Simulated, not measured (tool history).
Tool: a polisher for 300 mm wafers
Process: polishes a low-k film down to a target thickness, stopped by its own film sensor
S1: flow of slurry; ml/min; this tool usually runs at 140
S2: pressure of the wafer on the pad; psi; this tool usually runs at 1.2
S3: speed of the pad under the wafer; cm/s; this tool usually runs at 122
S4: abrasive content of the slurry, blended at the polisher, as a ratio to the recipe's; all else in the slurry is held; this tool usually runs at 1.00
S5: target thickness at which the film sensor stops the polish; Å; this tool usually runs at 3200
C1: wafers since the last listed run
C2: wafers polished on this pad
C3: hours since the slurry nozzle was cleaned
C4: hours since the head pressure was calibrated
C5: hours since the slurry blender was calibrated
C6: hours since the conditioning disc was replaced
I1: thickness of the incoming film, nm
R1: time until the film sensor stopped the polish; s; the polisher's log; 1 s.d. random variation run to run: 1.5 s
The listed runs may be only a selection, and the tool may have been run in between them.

| run | day | S1 | S2 | S3 | S4 | S5 | C1 | C2 | C3 | C4 | C5 | C6 | I1 | R1 |
|---|---|---|---|---|---|---|---|---|---|---|---|---|---|---|
| 1 | 0.000 | 110 | 1.2 | 122 | 0.80 | 3150 | 0 | 4013 | 353.7 | 197.7 | 1.5 | 371.4 | 356.4 | 199.9 |
| 2 | 1.625 | 140 | 1.2 | 122 | 1.00 | 3200 | 361 | 4374 | 392.7 | 236.7 | 40.5 | 410.4 | 359.9 | 174.6 |
|  | 2.533 | worn pad replaced by a new one |
| 3 | 4.538 | 140 | 1.5 | 122 | 1.00 | 3200 | 610 | 445 | 462.6 | 306.6 | 110.4 | 480.3 | 363.5 | 161.4 |
|  | 6.738 | conditioning disc replaced and pad reconditioned |
| 4 | 6.758 | 140 | 1.3 | 122 | 0.75 | 3320 | 474 | 920 | 515.9 | 359.9 | 163.7 | 0.5 | 356.0 | 99.3 |
| 5 | 8.521 | 105 | 0.9 | 122 | 1.00 | 3200 | 391 | 1312 | 558.2 | 402.2 | 206.0 | 42.8 | 354.0 | 188.2 |
| 6 | 10.500 | 140 | 1.2 | 122 | 1.00 | 3200 | 439 | 1752 | 605.7 | 449.7 | 253.5 | 90.3 | 363.7 | 187.4 |
| 7 | 12.921 | 140 | 1.2 | 122 | 1.25 | 3200 | 537 | 2289 | 663.8 | 507.8 | 311.6 | 148.4 | 359.1 | 159.5 |
| 8 | 15.546 | 140 | 0.8 | 122 | 0.75 | 3200 | 583 | 2873 | 726.8 | 570.8 | 374.6 | 211.4 | 363.7 | 278.5 |
| 9 | 17.708 | 140 | 1.2 | 122 | 1.00 | 3200 | 480 | 3353 | 778.7 | 622.7 | 426.5 | 263.3 | 361.9 | 189.2 |
|  | 19.592 | slurry blender recalibrated |
| 10 | 20.383 | 140 | 1.2 | 122 | 1.00 | 3200 | 575 | 3929 | 842.9 | 686.9 | 19.0 | 327.5 | 360.3 | 172.9 |
| 11 | 23.012 | 110 | 0.8 | 110 | 1.00 | 3110 | 584 | 4513 | 906.0 | 750.0 | 82.1 | 390.6 | 357.6 | 315.1 |
|  | 23.567 | head pressure recalibrated |
|  | 23.796 | slurry nozzle cleaned |
| 12 | 24.521 | 140 | 1.0 | 122 | 1.00 | 3200 | 307 | 4821 | 17.4 | 22.9 | 118.3 | 426.8 | 359.6 | 197.4 |
|  | 25.254 | worn pad replaced by a new one |
| 13 | 26.121 | 140 | 0.8 | 122 | 1.00 | 3250 | 318 | 192 | 55.8 | 61.3 | 156.7 | 465.2 | 363.9 | 228.8 |
|  | 27.750 | conditioning disc replaced and pad reconditioned |
| 14 | 29.112 | 140 | 1.2 | 96 | 0.85 | 3200 | 646 | 838 | 127.6 | 133.1 | 228.5 | 32.7 | 367.4 | 245.8 |
| 15 | 30.812 | 140 | 0.9 | 122 | 1.20 | 3200 | 377 | 1216 | 168.4 | 173.9 | 269.3 | 73.5 | 361.6 | 206.6 |
| 16 | 33.183 | 140 | 0.8 | 164 | 1.00 | 3200 | 526 | 1743 | 225.3 | 230.8 | 326.2 | 130.4 | 362.3 | 195.5 |
| 17 | 35.488 | 140 | 1.2 | 138 | 0.70 | 3200 | 511 | 2255 | 280.6 | 286.1 | 381.5 | 185.7 | 355.1 | 152.8 |
|  | 40.250 | slurry blender recalibrated |
| 18 | 42.412 | 185 | 0.8 | 122 | 1.00 | 3320 | 1520 | 3775 | 446.8 | 452.3 | 51.9 | 351.9 | 361.4 | 162.9 |
| 19 | 45.192 | 140 | 1.2 | 122 | 1.00 | 3200 | 617 | 4392 | 513.5 | 519.0 | 118.6 | 418.6 | 363.5 | 190.3 |
| 20 | 48.050 | 140 | 1.2 | 122 | 1.00 | 3150 | 635 | 5028 | 582.1 | 587.6 | 187.2 | 487.2 | 362.6 | 212.7 |
|  | 48.562 | worn pad replaced by a new one |
| 21 | 50.325 | 105 | 0.9 | 122 | 1.00 | 3200 | 468 | 391 | 636.7 | 642.2 | 241.8 | 541.8 | 352.7 | 197.0 |
|  | 50.896 | conditioning disc replaced and pad reconditioned |
| 22 | 52.904 | 90 | 1.1 | 162 | 1.00 | 3200 | 554 | 945 | 698.6 | 704.1 | 303.7 | 48.2 | 359.3 | 162.5 |
| 23 | 55.208 | 140 | 1.5 | 134 | 1.00 | 3060 | 511 | 1457 | 753.9 | 759.4 | 359.0 | 103.5 | 353.7 | 161.2 |
|  | 56.058 | head pressure recalibrated |
| 24 | 58.012 | 155 | 1.2 | 122 | 0.80 | 3200 | 604 | 2062 | 821.2 | 46.9 | 426.3 | 170.8 | 361.3 | 193.8 |

Here are 5 independent what-if runs from the current tool condition. What would each one return?
| A | 58.033 | 140 | 1.2 | 122 | 1.00 | 3200 | 4 | 2067 | 821.7 | 47.4 | 426.8 | 171.3 | 367.8 | ? |
| B | 58.033 | 185 | 0.9 | 140 | 1.00 | 3200 | 4 | 2067 | 821.7 | 47.4 | 426.8 | 171.3 | 367.8 | ? |
| C | 58.033 | 140 | 0.9 | 122 | 1.00 | 3320 | 4 | 2067 | 821.7 | 47.4 | 426.8 | 171.3 | 367.8 | ? |
| D | 58.033 | 140 | 0.9 | 142 | 0.75 | 3200 | 4 | 2067 | 821.7 | 47.4 | 426.8 | 171.3 | 367.8 | ? |
| E | 58.033 | 180 | 1.2 | 148 | 1.00 | 3200 | 4 | 2067 | 821.7 | 47.4 | 426.8 | 171.3 | 367.8 | ? |

| run | R1 |
|---|---|
| A | 217.3 |
| B | 230.0 |
| C | 201.3 |
| D | 257.6 |
| E | 179.1 |
With no hidden state in the tool, these same runs would have given:
| run | R1 |
|---|---|
| A | 194.6 |
| B | 206.5 |
| C | 181.3 |
| D | 229.8 |
| E | 159.5 |
